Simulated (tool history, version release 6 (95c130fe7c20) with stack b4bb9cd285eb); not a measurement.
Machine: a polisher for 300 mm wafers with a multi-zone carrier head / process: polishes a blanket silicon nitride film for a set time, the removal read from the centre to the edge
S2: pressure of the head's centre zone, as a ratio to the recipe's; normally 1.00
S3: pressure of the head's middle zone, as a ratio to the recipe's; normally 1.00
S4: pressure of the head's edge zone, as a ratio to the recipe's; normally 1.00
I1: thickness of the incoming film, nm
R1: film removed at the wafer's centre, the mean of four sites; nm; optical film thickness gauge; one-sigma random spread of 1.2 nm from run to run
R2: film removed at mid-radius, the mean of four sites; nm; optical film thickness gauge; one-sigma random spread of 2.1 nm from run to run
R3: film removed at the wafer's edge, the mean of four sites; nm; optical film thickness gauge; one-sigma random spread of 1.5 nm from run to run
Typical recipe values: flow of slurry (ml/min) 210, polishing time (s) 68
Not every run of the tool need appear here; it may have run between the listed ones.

Run 1, hour 0.0: usual settings; I1 542.2. Result: R1 185.0 nm, R2 184.9 nm, R3 185.4 nm.
Run 2, hour 12.6: usual settings; I1 534.4. Result: R1 183.8 nm, R2 184.2 nm, R3 185.5 nm.
Run 3, hour 30.6: usual settings; I1 539.8. Result: R1 181.4 nm, R2 181.0 nm, R3 180.8 nm.
At hour 41.6: worn pad replaced by a new one.
Run 4, hour 45.7: usual settings but flow of slurry (ml/min) 245, S3 0.97; I1 539.6. Result: R1 192.7 nm, R2 188.4 nm, R3 190.9 nm.
Run 5, hour 60.1: usual settings but flow of slurry (ml/min) 245, S3 0.97; I1 540.5. Result: R1 188.8 nm, R2 192.0 nm, R3 192.6 nm.
Run 6, hour 67.1: usual settings but flow of slurry (ml/min) 245, S3 0.97; I1 527.4. Result: R1 188.7 nm, R2 191.4 nm, R3 192.3 nm.
At hour 81.4: edge zone pressure recalibrated.
Run 7, hour 81.9: usual settings but S4 0.91; I1 541.3. Result: R1 186.3 nm, R2 189.2 nm, R3 180.7 nm.
Run 8, hour 92.7: usual settings but S2 0.92; I1 540.7. Result: R1 172.4 nm, R2 190.1 nm, R3 188.2 nm.
At hour 100.8: centre zone pressure recalibrated.
At hour 104.0: slurry nozzle cleaned.
Run 9, hour 126.6: usual settings; I1 538.2. Result: R1 182.5 nm, R2 188.2 nm, R3 184.3 nm.
Run 10, hour 133.9: usual settings but flow of slurry (ml/min) 245, S3 0.97; I1 547.7. Result: R1 185.3 nm, R2 183.0 nm, R3 185.2 nm.
Run 11, hour 148.9: usual settings but S4 1.11; I1 549.1. Result: R1 178.2 nm, R2 178.9 nm, R3 193.3 nm.
At hour 159.3: worn pad replaced by a new one.
At hour 163.8: carrier head's membrane replaced by a new one.
Run 12, hour 165.4: usual settings but polishing time (s) 57; I1 541.3. Result: R1 155.8 nm, R2 160.1 nm, R3 157.2 nm.
Run 13, hour 179.0: usual settings but S2 1.10, S3 1.04; I1 538.7. Result: R1 207.8 nm, R2 192.1 nm, R3 187.9 nm.
Run 14, hour 187.4: usual settings but flow of slurry (ml/min) 270, S2 0.92, polishing time (s) 86; I1 537.6. Result: R1 222.1 nm, R2 247.5 nm, R3 240.5 nm.
Run 15, hour 200.7: usual settings but S2 0.91, polishing time (s) 57; I1 538.2. Result: R1 142.8 nm, R2 157.7 nm, R3 158.9 nm.
Run 16, hour 213.3: usual settings but flow of slurry (ml/min) 150, S3 1.05, S4 1.05, polishing time (s) 46; I1 539.1. Result: R1 121.3 nm, R2 126.2 nm, R3 125.5 nm.
Run 17, hour 220.2: usual settings but flow of slurry (ml/min) 185, S3 1.11, S4 0.93, polishing time (s) 88; I1 529.9. Result: R1 235.1 nm, R2 256.5 nm, R3 230.8 nm.

Consider 3 possible next runs. They are alternatives, not a sequence: every one starts from the tool as it was left by run 17. What does each give?
Run A, hour 220.6: usual settings but S3 1.07; I1 545.7. Result: R1 ?, R2 ?, R3 ?.
Run B, hour 220.6: usual settings but S3 0.92; I1 545.7. Result: R1 ?, R2 ?, R3 ?.
Run C, hour 220.6: usual settings but S3 1.05, polishing time (s) 58; I1 545.7. Result: R1 ?, R2 ?, R3 ?.

run     R1     R2     R3
  A  181.4  198.6  186.4
  B  181.2  178.4  186.7
  C  154.7  167.1  159.0
Without the tool's hidden state the same runs would have given:
run     R1     R2     R3
  A  185.6  203.2  190.7
  B  185.5  182.6  191.0
  C  158.3  171.0  162.7
